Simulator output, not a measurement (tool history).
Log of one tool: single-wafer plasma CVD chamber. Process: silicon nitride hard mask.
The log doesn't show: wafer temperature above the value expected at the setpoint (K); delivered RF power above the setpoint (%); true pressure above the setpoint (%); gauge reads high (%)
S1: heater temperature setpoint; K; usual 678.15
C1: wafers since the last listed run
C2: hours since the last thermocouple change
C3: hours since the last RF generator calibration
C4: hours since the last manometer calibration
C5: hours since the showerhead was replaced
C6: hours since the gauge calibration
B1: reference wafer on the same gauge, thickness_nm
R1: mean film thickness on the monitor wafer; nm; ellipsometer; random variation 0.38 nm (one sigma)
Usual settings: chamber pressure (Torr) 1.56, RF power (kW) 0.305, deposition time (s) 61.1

Run 1, hour 0: usual settings; C1 0; C2 777.5; C3 1174.5; C4 1086.8; C5 2400.2; C6 552.4; B1 55.765. Result: R1 68.335 nm.
Run 2, hour 70.6: usual settings but S1 672.15 K; C1 1873; C2 848.1; C3 1245.1; C4 1157.4; C5 2470.8; C6 623; B1 55.775. Result: R1 68.015 nm.
Run 3, hour 116.6: usual settings but S1 672.15 K; C1 1220; C2 894.1; C3 1291.1; C4 1203.4; C5 2516.8; C6 669; B1 55.82. Result: R1 67.359 nm.
At hour 202.6: capacitance manometer re-zeroed and calibrated.
Run 4, hour 209.2: usual settings; C1 2244; C2 986.7; C3 1383.7; C4 6.6; C5 2609.4; C6 761.6; B1 55.796. Result: R1 66.783 nm.
Run 5, hour 298.7: usual settings; C1 2374; C2 1076.2; C3 1473.2; C4 96.1; C5 2698.9; C6 851.1; B1 55.82. Result: R1 67.325 nm.
Run 6, hour 394.8: usual settings; C1 2550; C2 1172.3; C3 1569.3; C4 192.2; C5 2795; C6 947.2; B1 55.805. Result: R1 67.091 nm.
Run 7, hour 431.4: usual settings; C1 971; C2 1208.9; C3 1605.9; C4 228.8; C5 2831.6; C6 983.8; B1 55.654. Result: R1 67.038 nm.
Run 8, hour 474.8: usual settings but chamber pressure (Torr) 1.3; C1 1151; C2 1252.3; C3 1649.3; C4 272.2; C5 2875; C6 1027.2; B1 55.896. Result: R1 62.72 nm.
At hour 499.9: RF generator calibrated.
Run 9, hour 525.3: usual settings but chamber pressure (Torr) 1.3; C1 1127; C2 1302.8; C3 25.4; C4 322.7; C5 2925.5; C6 1077.7; B1 55.922. Result: R1 65.793 nm.
At hour 537.7: thermocouple changed; heater temperature recalibrated.
Run 10, hour 596.6: usual settings but chamber pressure (Torr) 1.3; C1 1679; C2 58.9; C3 96.7; C4 394; C5 2996.8; C6 1149; B1 55.837. Result: R1 65.557 nm.
Run 11, hour 662.4: usual settings; C1 1746; C2 124.7; C3 162.5; C4 459.8; C5 3062.6; C6 1214.8; B1 55.833. Result: R1 69.273 nm.
Run 12, hour 739.4: usual settings; C1 2043; C2 201.7; C3 239.5; C4 536.8; C5 3139.6; C6 1291.8; B1 55.711. Result: R1 69.317 nm.
Run 13, hour 796.7: usual settings but S1 663.15 K, RF power (kW) 0.355; C1 1520; C2 259; C3 296.8; C4 594.1; C5 3196.9; C6 1349.1; B1 55.674. Result: R1 74.012 nm.
Run 14, hour 840.5: usual settings; C1 1162; C2 302.8; C3 340.6; C4 637.9; C5 3240.7; C6 1392.9; B1 55.878. Result: R1 68.426 nm.
At hour 922.1: showerhead replaced.
Run 15, hour 944.2: usual settings but S1 690.15 K, deposition time (s) 68.5; C1 2539; C2 406.5; C3 444.3; C4 741.6; C5 22.1; C6 1496.6; B1 55.77. Result: R1 76.85 nm.
At hour 982.5: gauge calibrated.
Run 16, hour 1035.4: usual settings but S1 670.15 K, deposition time (s) 55.4; C1 2420; C2 497.7; C3 535.5; C4 832.8; C5 113.3; C6 52.9; B1 55.785. Result: R1 62.168 nm.
Run 17, hour 1104.4: usual settings but RF power (kW) 0.28; C1 1830; C2 566.7; C3 604.5; C4 901.8; C5 182.3; C6 121.9; B1 55.829. Result: R1 65.7 nm.
Run 18, hour 1190.7: usual settings but RF power (kW) 0.335; C1 2290; C2 653; C3 690.8; C4 988.1; C5 268.6; C6 208.2; B1 55.863. Result: R1 71.699 nm.
Run 19, hour 1270.6: usual settings but S1 673.15 K, chamber pressure (Torr) 1.34, RF power (kW) 0.355, deposition time (s) 57.8; C1 2120; C2 732.9; C3 770.7; C4 1068; C5 348.5; C6 288.1; B1 55.859. Result: R1 67.335 nm.
Run 20, hour 1369.6: usual settings but RF power (kW) 0.335; C1 2627; C2 831.9; C3 869.7; C4 1167; C5 447.5; C6 387.1; B1 55.99. Result: R1 71.939 nm.
At hour 1406: capacitance manometer re-zeroed and calibrated.
Run 21, hour 1416.6: usual settings but chamber pressure (Torr) 1.83, RF power (kW) 0.33, deposition time (s) 57.8; C1 1034; C2 878.9; C3 916.7; C4 10.6; C5 494.5; C6 434.1; B1 55.726. Result: R1 69.973 nm.
Run 22, hour 1493.4: usual settings but chamber pressure (Torr) 1.66; C1 2037; C2 955.7; C3 993.5; C4 87.4; C5 571.3; C6 510.9; B1 55.842. Result: R1 69.646 nm.
Run 23, hour 1568.9: usual settings but chamber pressure (Torr) 1.89, deposition time (s) 57.2; C1 2003; C2 1031.2; C3 1069; C4 162.9; C5 646.8; C6 586.4; B1 55.902. Result: R1 66.557 nm.
Run 24, hour 1630.3: usual settings but S1 673.15 K, chamber pressure (Torr) 1.34, RF power (kW) 0.355, deposition time (s) 57.8; C1 1629; C2 1092.6; C3 1130.4; C4 224.3; C5 708.2; C6 647.8; B1 55.872. Result: R1 66.317 nm.
At hour 1654.6: thermocouple changed; heater temperature recalibrated.
Run 25, hour 1732.5: usual settings; C1 2499; C2 77.9; C3 1232.6; C4 326.5; C5 810.4; C6 750; B1 55.733. Result: R1 67.584 nm.
Run 26, hour 1885.9: usual settings but RF power (kW) 0.26; C1 4070; C2 231.3; C3 1386; C4 479.9; C5 963.8; C6 903.4; B1 55.711. Result: R1 61.988 nm.
At hour 1898.4: RF generator calibrated.
Run 27, hour 1991.7: usual settings but S1 690.15 K, deposition time (s) 68.5; C1 2595; C2 337.1; C3 93.3; C4 585.7; C5 1069.6; C6 1009.2; B1 55.829. Result: R1 76.611 nm.
Run 28, hour 2075.7: usual settings but S1 668.15 K, deposition time (s) 49.5; C1 2228; C2 421.1; C3 177.3; C4 669.7; C5 1153.6; C6 1093.2; B1 55.896. Result: R1 55.758 nm.
Run 29, hour 2161.6: usual settings but S1 688.15 K; C1 2279; C2 507; C3 263.2; C4 755.6; C5 1239.5; C6 1179.1; B1 55.796. Result: R1 68.576 nm.

Measured less the same run without the tool's hidden state. The same run-to-run variation is in both; the gauge's scatter may not be:
run      R1
  1  -1.261
  2  -1.401
  3  -1.485
  4  -1.682
  5  -1.915
  6  -2.159
  7  -2.258
  8  -2.228
  9  -0.176
 10  -0.182
 11  -0.207
 12  -0.232
 13  -0.261
 14  -0.275
 15  -0.382
 16  -0.374
 17   -0.47
 18  -0.592
 19   -0.62
 20  -0.832
 21  -0.879
 22  -1.005
 23  -1.088
 24  -1.128
 25  -1.422
 26  -1.706
 27  -0.293
 28  -0.228
 29  -0.312

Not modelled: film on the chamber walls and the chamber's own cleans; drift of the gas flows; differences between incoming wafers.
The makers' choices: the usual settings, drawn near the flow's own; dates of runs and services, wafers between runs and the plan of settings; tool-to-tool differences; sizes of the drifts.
